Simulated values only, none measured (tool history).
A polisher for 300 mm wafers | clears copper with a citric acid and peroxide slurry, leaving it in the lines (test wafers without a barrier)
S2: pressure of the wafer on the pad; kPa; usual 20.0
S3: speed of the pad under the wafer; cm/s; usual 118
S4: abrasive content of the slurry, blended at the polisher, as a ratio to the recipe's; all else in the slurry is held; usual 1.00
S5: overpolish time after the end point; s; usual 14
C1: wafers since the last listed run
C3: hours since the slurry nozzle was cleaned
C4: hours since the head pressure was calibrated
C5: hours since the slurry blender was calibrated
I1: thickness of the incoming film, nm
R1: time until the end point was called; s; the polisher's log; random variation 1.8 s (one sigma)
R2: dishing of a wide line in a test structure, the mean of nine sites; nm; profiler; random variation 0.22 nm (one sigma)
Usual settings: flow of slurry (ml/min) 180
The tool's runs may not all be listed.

run 1 hour=0.0 | flow_of_slurry_(ml/min)=180 S2=20.0 S3=118 S4=1.00 S5=14 | C1=0 wafers_polished_on_this_pad=1724 C3=570.8 C4=770.5 C5=128.2 | I1=296.4 | R1=123.7 R2=23.7
-- hour=16.0 worn pad replaced by a new one
run 2 hour=16.5 | flow_of_slurry_(ml/min)=180 S2=20.0 S3=132 S4=1.00 S5=14 | C1=80 wafers_polished_on_this_pad=3 C3=587.3 C4=787.0 C5=144.7 | I1=290.5 | R1=106.3 R2=25.5
-- hour=57.8 head pressure recalibrated
-- hour=113.2 slurry blender recalibrated
run 3 hour=117.4 | flow_of_slurry_(ml/min)=180 S2=20.0 S3=118 S4=1.00 S5=14 | C1=620 wafers_polished_on_this_pad=623 C3=688.2 C4=59.6 C5=4.2 | I1=289.9 | R1=135.8 R2=21.6
run 4 hour=153.1 | flow_of_slurry_(ml/min)=205 S2=20.0 S3=118 S4=1.00 S5=14 | C1=228 wafers_polished_on_this_pad=852 C3=723.9 C4=95.3 C5=39.9 | I1=296.6 | R1=132.6 R2=21.9
run 5 hour=180.9 | flow_of_slurry_(ml/min)=180 S2=20.0 S3=118 S4=1.00 S5=14 | C1=177 wafers_polished_on_this_pad=1030 C3=751.7 C4=123.1 C5=67.7 | I1=292.4 | R1=131.0 R2=21.9
run 6 hour=195.2 | flow_of_slurry_(ml/min)=145 S2=20.0 S3=118 S4=1.00 S5=6 | C1=91 wafers_polished_on_this_pad=1121 C3=766.0 C4=137.4 C5=82.0 | I1=298.8 | R1=140.4 R2=9.5
run 7 hour=221.8 | flow_of_slurry_(ml/min)=180 S2=20.0 S3=118 S4=0.75 S5=21 | C1=170 wafers_polished_on_this_pad=1291 C3=792.6 C4=164.0 C5=108.6 | I1=298.6 | R1=146.0 R2=29.2
-- hour=236.4 worn pad replaced by a new one, of another model than before
run 8 hour=238.1 | flow_of_slurry_(ml/min)=180 S2=20.0 S3=118 S4=1.00 S5=7 | C1=78 wafers_polished_on_this_pad=11 C3=808.9 C4=180.3 C5=124.9 | I1=296.2 | R1=131.6 R2=11.7
run 9 hour=257.5 | flow_of_slurry_(ml/min)=140 S2=20.0 S3=118 S4=1.00 S5=18 | C1=124 wafers_polished_on_this_pad=135 C3=828.3 C4=199.7 C5=144.3 | I1=298.3 | R1=144.4 R2=25.6
run 10 hour=287.5 | flow_of_slurry_(ml/min)=180 S2=20.0 S3=118 S4=1.00 S5=14 | C1=192 wafers_polished_on_this_pad=327 C3=858.3 C4=229.7 C5=174.3 | I1=297.0 | R1=134.6 R2=21.9
run 11 hour=322.6 | flow_of_slurry_(ml/min)=180 S2=20.0 S3=118 S4=1.00 S5=19 | C1=224 wafers_polished_on_this_pad=551 C3=893.4 C4=264.8 C5=209.4 | I1=290.8 | R1=130.2 R2=29.2
-- hour=345.6 slurry nozzle cleaned
-- hour=356.8 slurry blender recalibrated
run 12 hour=357.3 | flow_of_slurry_(ml/min)=180 S2=20.0 S3=118 S4=1.00 S5=14 | C1=202 wafers_polished_on_this_pad=754 C3=11.7 C4=299.5 C5=0.5 | I1=292.7 | R1=130.7 R2=22.0
run 13 hour=380.6 | flow_of_slurry_(ml/min)=180 S2=20.0 S3=118 S4=1.00 S5=14 | C1=149 wafers_polished_on_this_pad=904 C3=35.0 C4=322.8 C5=23.8 | I1=294.8 | R1=130.2 R2=22.1
run 14 hour=413.8 | flow_of_slurry_(ml/min)=235 S2=20.0 S3=118 S4=1.00 S5=7 | C1=212 wafers_polished_on_this_pad=1116 C3=68.2 C4=356.0 C5=57.0 | I1=296.2 | R1=124.8 R2=12.3
run 15 hour=432.0 | flow_of_slurry_(ml/min)=180 S2=20.0 S3=118 S4=1.00 S5=14 | C1=116 wafers_polished_on_this_pad=1233 C3=86.4 C4=374.2 C5=75.2 | I1=293.4 | R1=130.3 R2=22.1
run 16 hour=453.3 | flow_of_slurry_(ml/min)=180 S2=20.0 S3=80 S4=1.00 S5=14 | C1=136 wafers_polished_on_this_pad=1369 C3=107.7 C4=395.5 C5=96.5 | I1=300.3 | R1=166.2 R2=18.4
run 17 hour=470.1 | flow_of_slurry_(ml/min)=180 S2=20.0 S3=118 S4=1.00 S5=14 | C1=107 wafers_polished_on_this_pad=1476 C3=124.5 C4=412.3 C5=113.3 | I1=289.9 | R1=128.0 R2=22.1
run 18 hour=493.3 | flow_of_slurry_(ml/min)=135 S2=16.5 S3=90 S4=1.00 S5=12 | C1=148 wafers_polished_on_this_pad=1625 C3=147.7 C4=435.5 C5=136.5 | I1=300.4 | R1=196.3 R2=13.6
-- hour=505.4 worn pad replaced by a new one
run 19 hour=513.3 | flow_of_slurry_(ml/min)=180 S2=26.2 S3=118 S4=1.00 S5=14 | C1=102 wafers_polished_on_this_pad=50 C3=167.7 C4=455.5 C5=156.5 | I1=296.1 | R1=109.1 R2=26.4
run 20 hour=540.1 | flow_of_slurry_(ml/min)=210 S2=26.2 S3=86 S4=1.00 S5=14 | C1=171 wafers_polished_on_this_pad=222 C3=194.5 C4=482.3 C5=183.3 | I1=295.4 | R1=122.2 R2=23.7
run 21 hour=572.1 | flow_of_slurry_(ml/min)=180 S2=20.0 S3=156 S4=0.70 S5=14 | C1=204 wafers_polished_on_this_pad=427 C3=226.5 C4=514.3 C5=215.3 | I1=300.6 | R1=124.0 R2=23.6
-- hour=576.5 slurry blender recalibrated
run 22 hour=589.5 | flow_of_slurry_(ml/min)=180 S2=20.0 S3=132 S4=1.00 S5=14 | C1=98 wafers_polished_on_this_pad=525 C3=243.9 C4=531.7 C5=13.0 | I1=295.3 | R1=123.0 R2=23.8
run 23 hour=609.5 | flow_of_slurry_(ml/min)=180 S2=20.0 S3=118 S4=1.00 S5=14 | C1=128 wafers_polished_on_this_pad=653 C3=263.9 C4=551.7 C5=33.0 | I1=294.5 | R1=128.5 R2=22.0
run 24 hour=636.3 | flow_of_slurry_(ml/min)=180 S2=20.0 S3=118 S4=1.00 S5=9 | C1=171 wafers_polished_on_this_pad=825 C3=290.7 C4=578.5 C5=59.8 | I1=297.5 | R1=129.0 R2=14.9
run 25 hour=664.7 | flow_of_slurry_(ml/min)=215 S2=23.4 S3=86 S4=0.75 S5=14 | C1=181 wafers_polished_on_this_pad=1007 C3=319.1 C4=606.9 C5=88.2 | I1=291.8 | R1=143.4 R2=20.3
run 26 hour=680.7 | flow_of_slurry_(ml/min)=180 S2=20.0 S3=94 S4=1.00 S5=14 | C1=102 wafers_polished_on_this_pad=1109 C3=335.1 C4=622.9 C5=104.2 | I1=300.7 | R1=150.2 R2=19.7
run 27 hour=715.0 | flow_of_slurry_(ml/min)=180 S2=26.2 S3=92 S4=0.85 S5=14 | C1=219 wafers_polished_on_this_pad=1329 C3=369.4 C4=657.2 C5=138.5 | I1=294.2 | R1=129.1 R2=22.6

Forecast each of these 5 alternatives for the next run:
run A hour=715.5 | flow_of_slurry_(ml/min)=180 S2=20.0 S3=118 S4=1.00 S5=14 | C1=3 wafers_polished_on_this_pad=1332 C3=369.9 C4=657.7 C5=139.0 | I1=295.0 | R1=? R2=?
run B hour=715.5 | flow_of_slurry_(ml/min)=180 S2=25.5 S3=118 S4=1.00 S5=14 | C1=3 wafers_polished_on_this_pad=1332 C3=369.9 C4=657.7 C5=139.0 | I1=295.0 | R1=? R2=?
run C hour=715.5 | flow_of_slurry_(ml/min)=145 S2=20.0 S3=118 S4=0.85 S5=14 | C1=3 wafers_polished_on_this_pad=1332 C3=369.9 C4=657.7 C5=139.0 | I1=295.0 | R1=? R2=?
run D hour=715.5 | flow_of_slurry_(ml/min)=180 S2=20.0 S3=118 S4=1.00 S5=8 | C1=3 wafers_polished_on_this_pad=1332 C3=369.9 C4=657.7 C5=139.0 | I1=295.0 | R1=? R2=?
run E hour=715.5 | flow_of_slurry_(ml/min)=180 S2=13.8 S3=100 S4=0.80 S5=20 | C1=3 wafers_polished_on_this_pad=1332 C3=369.9 C4=657.7 C5=139.0 | I1=295.0 | R1=? R2=?

run=A R1=127.9 R2=22.5
run=B R1=107.6 R2=26.3
run=C R1=142.7 R2=20.4
run=D R1=127.9 R2=13.5
run=E R1=189.8 R2=21.5
Without the tool's hidden state the same runs would have given:
run=A R1=135.0 R2=21.4
run=B R1=113.7 R2=25.1
run=C R1=150.6 R2=19.4
run=D R1=135.0 R2=12.8
run=E R1=200.3 R2=20.5

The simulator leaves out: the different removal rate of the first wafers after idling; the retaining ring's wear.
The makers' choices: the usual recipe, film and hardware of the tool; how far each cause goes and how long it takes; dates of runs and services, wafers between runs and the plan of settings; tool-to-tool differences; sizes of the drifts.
